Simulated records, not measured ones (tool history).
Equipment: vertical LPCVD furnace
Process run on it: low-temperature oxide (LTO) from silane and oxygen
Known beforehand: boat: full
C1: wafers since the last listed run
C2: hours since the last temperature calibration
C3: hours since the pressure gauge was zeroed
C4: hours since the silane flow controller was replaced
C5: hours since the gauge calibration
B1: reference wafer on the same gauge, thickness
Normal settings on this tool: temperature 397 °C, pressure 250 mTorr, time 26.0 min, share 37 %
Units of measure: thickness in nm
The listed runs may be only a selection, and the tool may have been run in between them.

run 1 hour=0.0 | temperature=397 pressure=250 time=26.0 share=43 | C1=0 C2=2298.4 C3=2077.6 C4=1875.8 C5=840.1 | B1=272.84 | thickness=313.85
run 2 hour=87.4 | temperature=397 pressure=250 time=26.0 share=43 | C1=1179 C2=2385.8 C3=2165.0 C4=1963.2 C5=927.5 | B1=272.82 | thickness=314.40
run 3 hour=147.8 | temperature=397 pressure=250 time=26.0 share=37 | C1=815 C2=2446.2 C3=2225.4 C4=2023.6 C5=987.9 | B1=273.11 | thickness=258.55
run 4 hour=202.9 | temperature=397 pressure=250 time=26.0 share=37 | C1=743 C2=2501.3 C3=2280.5 C4=2078.7 C5=1043.0 | B1=273.16 | thickness=258.25
run 5 hour=298.8 | temperature=397 pressure=250 time=26.0 share=37 | C1=1294 C2=2597.2 C3=2376.4 C4=2174.6 C5=1138.9 | B1=272.94 | thickness=256.95
run 6 hour=374.9 | temperature=397 pressure=250 time=23.5 share=37 | C1=1027 C2=2673.3 C3=2452.5 C4=2250.7 C5=1215.0 | B1=272.63 | thickness=233.67
run 7 hour=419.9 | temperature=397 pressure=250 time=23.5 share=37 | C1=607 C2=2718.3 C3=2497.5 C4=2295.7 C5=1260.0 | B1=273.38 | thickness=232.76
run 8 hour=503.8 | temperature=389 pressure=250 time=26.0 share=37 | C1=1132 C2=2802.2 C3=2581.4 C4=2379.6 C5=1343.9 | B1=272.88 | thickness=233.81
run 9 hour=593.0 | temperature=389 pressure=250 time=26.0 share=37 | C1=1204 C2=2891.4 C3=2670.6 C4=2468.8 C5=1433.1 | B1=273.01 | thickness=233.01
run 10 hour=679.3 | temperature=397 pressure=250 time=26.0 share=37 | C1=1165 C2=2977.7 C3=2756.9 C4=2555.1 C5=1519.4 | B1=273.00 | thickness=256.74
run 11 hour=752.9 | temperature=397 pressure=250 time=26.0 share=37 | C1=993 C2=3051.3 C3=2830.5 C4=2628.7 C5=1593.0 | B1=273.14 | thickness=254.45
-- hour=786.5 pressure gauge zeroed
run 12 hour=852.5 | temperature=397 pressure=250 time=26.0 share=37 | C1=1020 C2=3150.9 C3=66.0 C4=2728.3 C5=1692.6 | B1=272.68 | thickness=255.41
-- hour=1091.1 silane flow controller replaced
run 13 hour=1091.6 | temperature=397 pressure=250 time=26.0 share=37 | C1=2903 C2=3390.0 C3=305.1 C4=0.5 C5=1931.7 | B1=273.18 | thickness=266.34
run 14 hour=1161.4 | temperature=397 pressure=250 time=26.0 share=37 | C1=942 C2=3459.8 C3=374.9 C4=70.3 C5=2001.5 | B1=272.88 | thickness=266.83
run 15 hour=1233.1 | temperature=397 pressure=250 time=26.0 share=37 | C1=967 C2=3531.5 C3=446.6 C4=142.0 C5=2073.2 | B1=272.80 | thickness=264.97
-- hour=1265.7 thermocouples replaced and temperature profile calibrated
run 16 hour=1331.9 | temperature=397 pressure=250 time=26.0 share=37 | C1=1009 C2=66.2 C3=545.4 C4=240.8 C5=2172.0 | B1=273.09 | thickness=267.78
run 17 hour=1383.6 | temperature=397 pressure=250 time=29.0 share=44 | C1=697 C2=117.9 C3=597.1 C4=292.5 C5=2223.7 | B1=273.36 | thickness=364.47
run 18 hour=1487.3 | temperature=393 pressure=190 time=26.0 share=37 | C1=1399 C2=221.6 C3=700.8 C4=396.2 C5=2327.4 | B1=273.21 | thickness=192.91
run 19 hour=1580.6 | temperature=397 pressure=250 time=26.0 share=37 | C1=1259 C2=314.9 C3=794.1 C4=489.5 C5=2420.7 | B1=273.11 | thickness=266.51
run 20 hour=1625.3 | temperature=386 pressure=285 time=26.0 share=37 | C1=603 C2=359.6 C3=838.8 C4=534.2 C5=2465.4 | B1=273.38 | thickness=266.13
run 21 hour=1755.8 | temperature=397 pressure=250 time=17.5 share=37 | C1=1761 C2=490.1 C3=969.3 C4=664.7 C5=2595.9 | B1=272.99 | thickness=179.49
run 22 hour=1844.4 | temperature=390 pressure=250 time=26.0 share=44 | C1=1196 C2=578.7 C3=1057.9 C4=753.3 C5=2684.5 | B1=272.79 | thickness=302.38
run 23 hour=2012.5 | temperature=397 pressure=250 time=16.0 share=37 | C1=2269 C2=746.8 C3=1226.0 C4=921.4 C5=2852.6 | B1=273.39 | thickness=163.38
run 24 hour=2093.1 | temperature=397 pressure=250 time=26.0 share=37 | C1=1088 C2=827.4 C3=1306.6 C4=1002.0 C5=2933.2 | B1=273.06 | thickness=265.15
-- hour=2097.6 gauge calibrated
run 25 hour=2157.0 | temperature=386 pressure=310 time=26.0 share=37 | C1=862 C2=891.3 C3=1370.5 C4=1065.9 C5=59.4 | B1=272.99 | thickness=289.29
run 26 hour=2205.0 | temperature=397 pressure=250 time=26.0 share=37 | C1=647 C2=939.3 C3=1418.5 C4=1113.9 C5=107.4 | B1=272.81 | thickness=263.88
run 27 hour=2303.6 | temperature=397 pressure=270 time=26.0 share=37 | C1=1331 C2=1037.9 C3=1517.1 C4=1212.5 C5=206.0 | B1=273.07 | thickness=286.02
run 28 hour=2377.0 | temperature=397 pressure=295 time=26.0 share=43 | C1=990 C2=1111.3 C3=1590.5 C4=1285.9 C5=279.4 | B1=272.86 | thickness=374.42
run 29 hour=2440.6 | temperature=397 pressure=250 time=26.0 share=37 | C1=858 C2=1174.9 C3=1654.1 C4=1349.5 C5=343.0 | B1=273.14 | thickness=265.29
run 30 hour=2533.4 | temperature=393 pressure=290 time=20.5 share=34 | C1=1252 C2=1267.7 C3=1746.9 C4=1442.3 C5=435.8 | B1=273.25 | thickness=205.03
run 31 hour=2734.0 | temperature=388 pressure=200 time=16.5 share=40 | C1=2708 C2=1468.3 C3=1947.5 C4=1642.9 C5=636.4 | B1=272.81 | thickness=133.97
run 32 hour=2810.2 | temperature=397 pressure=250 time=26.0 share=37 | C1=1028 C2=1544.5 C3=2023.7 C4=1719.1 C5=712.6 | B1=272.84 | thickness=264.02

Forecast each of these 3 alternatives for the next run:
run A hour=2815.2 | temperature=397 pressure=250 time=26.0 share=32 | C1=67 C2=1549.5 C3=2028.7 C4=1724.1 C5=717.6 | B1=? | thickness=?
run B hour=2815.2 | temperature=397 pressure=250 time=20.5 share=37 | C1=67 C2=1549.5 C3=2028.7 C4=1724.1 C5=717.6 | B1=? | thickness=?
run C hour=2815.2 | temperature=409 pressure=250 time=26.0 share=31 | C1=67 C2=1549.5 C3=2028.7 C4=1724.1 C5=717.6 | B1=? | thickness=?

run=A B1=273.07 thickness=214.65
run=B B1=273.07 thickness=206.56
run=C B1=273.07 thickness=235.92
Take away the tool's hidden state, keep each run's random variation, and the runs would have read:
run=A thickness=217.32
run=B thickness=208.71
run=C thickness=238.88
